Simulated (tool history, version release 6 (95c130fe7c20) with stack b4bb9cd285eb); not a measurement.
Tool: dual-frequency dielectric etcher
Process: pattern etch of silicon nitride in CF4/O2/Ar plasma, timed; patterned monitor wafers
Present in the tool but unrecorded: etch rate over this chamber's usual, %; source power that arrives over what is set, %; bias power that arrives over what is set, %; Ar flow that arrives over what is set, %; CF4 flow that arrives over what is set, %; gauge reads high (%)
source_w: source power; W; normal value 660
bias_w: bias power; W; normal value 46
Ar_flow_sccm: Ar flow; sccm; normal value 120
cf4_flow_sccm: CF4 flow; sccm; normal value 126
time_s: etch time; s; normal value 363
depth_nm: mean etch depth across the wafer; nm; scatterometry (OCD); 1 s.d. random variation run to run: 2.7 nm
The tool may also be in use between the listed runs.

run   hour  source_w  bias_w  Ar_flow_sccm  cf4_flow_sccm  time_s  wafers since the last listed run  hours since the last wet clean  hours since the last source power generator calibration  hours since the last bias power generator calibration  hours since the last Ar flow controller change  hours since the last CF4 flow controller change  hours since the last upper electrode change  hours since the gauge calibration  read-back reference wafer on the same gauge, depth_nm  depth_nm
  1      0       660      46           120            126     363                                 0                             1.3                                                      5.2                                                 4930.6                                          4109.3                                           1810.5                                       4354.7                              144.8                                                  817.4     879.8
  2    0.4       660      46           120            126     300                                 1                             1.7                                                      5.6                                                   4931                                          4109.7                                           1810.9                                       4355.1                              145.2                                                  816.2     729.4
  3    5.3       660      46           120            126     363                                14                             6.6                                                     10.5                                                 4935.9                                          4114.6                                           1815.8                                         4360                              150.1                                                  817.7     877.8
      29.9  -- upper electrode replaced
  4   30.4       770      46           111            126     363                                 3                            31.7                                                     35.6                                                   4961                                          4139.7                                           1840.9                                          0.5                              175.2                                                  816.8    1018.8
  5   31.5       660      46           109            144   296.5                                 3                            32.8                                                     36.7                                                 4962.1                                          4140.8                                             1842                                          1.6                              176.3                                                  815.7     737.7
  6   40.1       660      46           120            126     363                                25                            41.4                                                     45.3                                                 4970.7                                          4149.4                                           1850.6                                         10.2                              184.9                                                  817.4     878.6
  7     47       660      46           120            126   412.5                                20                            48.3                                                     52.2                                                 4977.6                                          4156.3                                           1857.5                                         17.1                              191.8                                                  817.4     998.4
  8   62.6       660      46           120            126     363                                46                            63.9                                                     67.8                                                 4993.2                                          4171.9                                           1873.1                                         32.7                              207.4                                                  817.5     888.1
      76.5  -- CF4 flow controller replaced
      79.2  -- Ar flow controller replaced
  9   79.7       530      46           120             98     363                                24                              81                                                     84.9                                                 5010.3                                             0.5                                              3.2                                         49.8                              224.5                                                  816.7     707.3
 10   84.9       660      46           120            126     363                                15                            86.2                                                     90.1                                                 5015.5                                             5.7                                              8.4                                           55                              229.7                                                  817.9     883.7
 11   99.8       660      36            94            126     363                                44                           101.1                                                      105                                                 5030.4                                            20.6                                             23.3                                         69.9                              244.6                                                  816.6     850.9
     104.6  -- bias power generator calibrated
 12  116.3       780      39           120            126     363                                37                           117.6                                                    121.5                                                   11.7                                            37.1                                             39.8                                         86.4                              261.1                                                  816.7     975.1
 13  128.7       710      46           120            153     363                                36                             130                                                    133.9                                                   24.1                                            49.5                                             52.2                                         98.8                              273.5                                                  816.8     965.3

Run 14 has not been measured yet. What should we expect?
 14  138.8       660      37           103            126     363                                29                           140.1                                                      144                                                   34.2                                            59.6                                             62.3                                        108.9                              283.6                                                      ?         ?

read-back reference wafer on the same gauge, depth_nm: 817
depth_nm: 852.3 nm
Had the tool carried no hidden state, the very same run would have given depth_nm 844.7 nm.
